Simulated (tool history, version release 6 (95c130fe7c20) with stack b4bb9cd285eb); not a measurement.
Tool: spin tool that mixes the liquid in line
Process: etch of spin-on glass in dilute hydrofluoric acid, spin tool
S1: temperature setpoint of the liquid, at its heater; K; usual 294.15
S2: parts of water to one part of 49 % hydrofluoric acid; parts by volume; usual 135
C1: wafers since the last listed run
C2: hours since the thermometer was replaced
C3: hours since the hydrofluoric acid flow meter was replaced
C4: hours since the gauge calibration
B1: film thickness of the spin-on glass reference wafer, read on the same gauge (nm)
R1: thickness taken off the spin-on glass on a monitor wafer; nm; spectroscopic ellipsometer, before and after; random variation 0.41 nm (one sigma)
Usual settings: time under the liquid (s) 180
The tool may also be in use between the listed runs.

Run 1, day 0.000: usual settings; C1 0; C2 863.9; C3 233.5; C4 988.4; B1 81.96. Result: R1 51.28 nm.
Run 2, day 2.892: usual settings; C1 678; C2 933.3; C3 302.9; C4 1057.8; B1 82.23. Result: R1 51.00 nm.
Run 3, day 4.771: usual settings but S1 296.15 K; C1 441; C2 978.4; C3 348.0; C4 1102.9; B1 82.44. Result: R1 56.16 nm.
Run 4, day 7.183: usual settings but S1 296.15 K; C1 566; C2 1036.3; C3 405.9; C4 1160.8; B1 82.72. Result: R1 55.05 nm.
Run 5, day 9.275: usual settings but S1 296.15 K; C1 490; C2 1086.5; C3 456.1; C4 1211.0; B1 82.94. Result: R1 55.68 nm.
Run 6, day 11.554: usual settings but time under the liquid (s) 100; C1 534; C2 1141.2; C3 510.8; C4 1265.7; B1 83.23. Result: R1 28.96 nm.
At day 15.646: thermometer replaced.
Run 7, day 15.996: usual settings; C1 1032; C2 8.4; C3 617.4; C4 1372.3; B1 83.81. Result: R1 51.71 nm.
At day 16.912: hydrofluoric acid flow meter replaced.
Run 8, day 20.125: usual settings; C1 959; C2 107.5; C3 77.1; C4 1471.4; B1 84.38. Result: R1 52.66 nm.
Run 9, day 22.592: usual settings; C1 578; C2 166.7; C3 136.3; C4 1530.6; B1 84.76. Result: R1 52.89 nm.
Run 10, day 26.146: usual settings but S1 292.15 K, time under the liquid (s) 95; C1 834; C2 252.0; C3 221.6; C4 1615.9; B1 85.29. Result: R1 25.77 nm.
Run 11, day 28.867: usual settings but S1 292.15 K, time under the liquid (s) 95; C1 638; C2 317.3; C3 286.9; C4 1681.2; B1 85.74. Result: R1 26.24 nm.
Run 12, day 30.758: usual settings; C1 443; C2 362.7; C3 332.3; C4 1726.6; B1 86.07. Result: R1 53.08 nm.
At day 33.417: gauge calibrated.
Run 13, day 33.508: usual settings but time under the liquid (s) 235; C1 645; C2 428.7; C3 398.3; C4 2.2; B1 79.44. Result: R1 64.20 nm.
Run 14, day 37.092: usual settings but S2 175 parts by volume; C1 840; C2 514.7; C3 484.3; C4 88.2; B1 79.45. Result: R1 36.05 nm.
Run 15, day 41.579: usual settings but S1 299.15 K, S2 75 parts by volume, time under the liquid (s) 125; C1 1053; C2 622.4; C3 592.0; C4 195.9; B1 79.52. Result: R1 82.06 nm.
Run 16, day 43.217: usual settings but S1 291.15 K, time under the liquid (s) 145; C1 384; C2 661.7; C3 631.3; C4 235.2; B1 79.55. Result: R1 34.88 nm.
At day 44.588: hydrofluoric acid flow meter replaced.
Run 17, day 46.400: usual settings but S1 298.65 K, S2 70 parts by volume, time under the liquid (s) 95; C1 737; C2 738.1; C3 43.5; C4 311.6; B1 79.64. Result: R1 65.28 nm.
Run 18, day 49.975: usual settings; C1 839; C2 823.9; C3 129.3; C4 397.4; B1 79.77. Result: R1 49.33 nm.
Run 19, day 52.950: usual settings; C1 698; C2 895.3; C3 200.7; C4 468.8; B1 79.89. Result: R1 49.10 nm.
Run 20, day 56.667: usual settings but S1 290.15 K, time under the liquid (s) 125; C1 872; C2 984.5; C3 289.9; C4 558.0; B1 80.11. Result: R1 29.42 nm.
Run 21, day 59.058: usual settings but S1 290.15 K; C1 561; C2 1041.9; C3 347.3; C4 615.4; B1 80.22. Result: R1 42.06 nm.
At day 60.858: thermometer replaced.
Run 22, day 62.992: usual settings but time under the liquid (s) 235; C1 913; C2 51.2; C3 441.7; C4 709.8; B1 80.47. Result: R1 65.59 nm.
Run 23, day 66.912: usual settings but S1 292.65 K, time under the liquid (s) 245; C1 920; C2 145.3; C3 535.8; C4 803.9; B1 80.77. Result: R1 64.45 nm.
Run 24, day 71.362: usual settings but S1 296.15 K, S2 185 parts by volume, time under the liquid (s) 270; C1 1044; C2 252.1; C3 642.6; C4 910.7; B1 81.13. Result: R1 56.00 nm.
At day 71.950: hydrofluoric acid flow meter replaced.
Run 25, day 75.071: usual settings but S1 298.15 K, S2 85 parts by volume, time under the liquid (s) 100; C1 860; C2 341.1; C3 74.9; C4 999.7; B1 81.49. Result: R1 55.31 nm.
Run 26, day 77.162: usual settings; C1 490; C2 391.3; C3 125.1; C4 1049.9; B1 81.73. Result: R1 50.34 nm.
Run 27, day 80.796: usual settings but S2 200 parts by volume, time under the liquid (s) 280; C1 852; C2 478.5; C3 212.3; C4 1137.1; B1 82.09. Result: R1 49.49 nm.

Some steps in R1 between neighbouring runs. How much of each would the tool show without its hidden state too (settings, what came in, random variation), and how much is left for the hidden state, with any gauge scatter that isn't in both results?
The hidden state here: liquid colder than its thermometer reads (K); hydrofluoric acid flow above the setpoint (%); gauge reads high (%).
Run 11 -> 12: S1 292.15 -> 294.15, time under the liquid (s) 95 -> 180. R1 +26.84 nm: hidden state +1.97, all else +24.87.
Run 12 -> 13: time under the liquid (s) 180 -> 235, gauge calibrated. R1 +11.12 nm: hidden state -4.18, all else +15.30.
Run 14 -> 15: S1 294.15 -> 299.15, S2 175 -> 75, time under the liquid (s) 180 -> 125. R1 +46.01 nm: hidden state -0.25, all else +46.26.
Run 15 -> 16: S1 299.15 -> 291.15, S2 75 -> 135, time under the liquid (s) 125 -> 145. R1 -47.18 nm: hidden state +0.30, all else -47.48.
